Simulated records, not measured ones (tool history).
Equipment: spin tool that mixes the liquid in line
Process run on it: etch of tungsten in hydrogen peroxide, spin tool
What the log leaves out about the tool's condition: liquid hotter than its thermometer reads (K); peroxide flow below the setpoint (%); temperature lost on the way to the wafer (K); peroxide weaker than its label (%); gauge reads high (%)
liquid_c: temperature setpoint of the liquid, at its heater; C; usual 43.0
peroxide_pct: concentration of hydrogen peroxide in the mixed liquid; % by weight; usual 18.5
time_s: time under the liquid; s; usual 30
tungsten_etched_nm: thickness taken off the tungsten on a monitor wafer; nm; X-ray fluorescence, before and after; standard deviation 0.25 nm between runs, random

run,hour,liquid_c,peroxide_pct,time_s,wafers since the last listed run,hours since the thermometer was replaced,hours since the peroxide flow meter was replaced,hours since the heated supply line was repaired,hours since the drum of peroxide was connected,hours since the gauge calibration,"read-back film thickness of the tungsten reference wafer, read on the same gauge (nm)",tungsten_etched_nm
1,0.0,43.0,18.5,20,0,811.9,1418.4,1295.1,744.5,326.4,120.02,14.97
2,27.4,43.0,18.5,20,543,839.3,1445.8,1322.5,771.9,353.8,120.00,14.73
3,62.9,43.0,18.5,20,704,874.8,1481.3,1358.0,807.4,389.3,120.02,14.51
4,86.7,39.5,18.5,30,472,898.6,1505.1,1381.8,831.2,413.1,120.02,17.41
5,101.9,39.5,18.5,30,301,913.8,1520.3,1397.0,846.4,428.3,120.01,17.45
6,118.5,39.5,18.5,30,329,930.4,1536.9,1413.6,863.0,444.9,119.94,17.20
7,134.0,43.0,18.5,30,307,945.9,1552.4,1429.1,878.5,460.4,120.01,21.71
8,157.4,50.0,18.5,30,464,969.3,1575.8,1452.5,901.9,483.8,120.04,33.42
9,169.5,50.0,18.5,30,240,981.4,1587.9,1464.6,914.0,495.9,120.03,33.73
# hour 184.3: heated supply line repaired
10,191.0,40.0,18.5,30,406,1002.9,1609.4,6.7,935.5,517.4,120.01,22.79
# hour 194.4: gauge calibrated
11,206.6,35.5,18.5,40,309,1018.5,1625.0,22.3,951.1,12.2,119.97,22.19
# hour 209.1: thermometer replaced
12,239.7,43.0,21.0,45,636,30.6,1658.1,55.4,984.2,45.3,120.01,43.34
13,253.6,53.0,18.5,25,275,44.5,1672.0,69.3,998.1,59.2,119.99,42.14
14,276.4,43.0,18.5,30,452,67.3,1694.8,92.1,1020.9,82.0,120.00,26.73
15,306.7,46.5,18.5,30,601,97.6,1725.1,122.4,1051.2,112.3,120.03,33.70
# hour 313.4: new drum of peroxide connected
# hour 323.0: peroxide flow meter replaced
16,327.9,43.0,18.5,30,380,118.8,4.9,143.6,14.5,133.5,119.98,26.70
17,348.4,39.0,22.5,30,406,139.3,25.4,164.1,35.0,154.0,120.05,22.50
18,372.4,43.0,14.5,40,476,163.3,49.4,188.1,59.0,178.0,120.03,31.42
19,403.7,43.0,18.5,20,620,194.6,80.7,219.4,90.3,209.3,120.01,17.67
20,435.2,43.0,22.5,45,624,226.1,112.2,250.9,121.8,240.8,119.95,43.15

Below are 4 alternative next runs, each starting from the tool's condition after run 20. Predict each:
A,435.6,43.0,22.0,30,7,226.5,112.6,251.3,122.2,241.2,?,?
B,435.6,36.0,22.5,20,7,226.5,112.6,251.3,122.2,241.2,?,?
C,435.6,38.5,18.5,25,7,226.5,112.6,251.3,122.2,241.2,?,?
D,435.6,33.5,18.5,30,7,226.5,112.6,251.3,122.2,241.2,?,?

run,"read-back film thickness of the tungsten reference wafer, read on the same gauge (nm)",tungsten_etched_nm
A,119.99,28.60
B,119.99,12.16
C,119.99,16.29
D,119.99,13.96
What these runs would have given with no unlogged condition in the tool:
run,tungsten_etched_nm
A,31.17
B,13.30
C,17.79
D,15.29
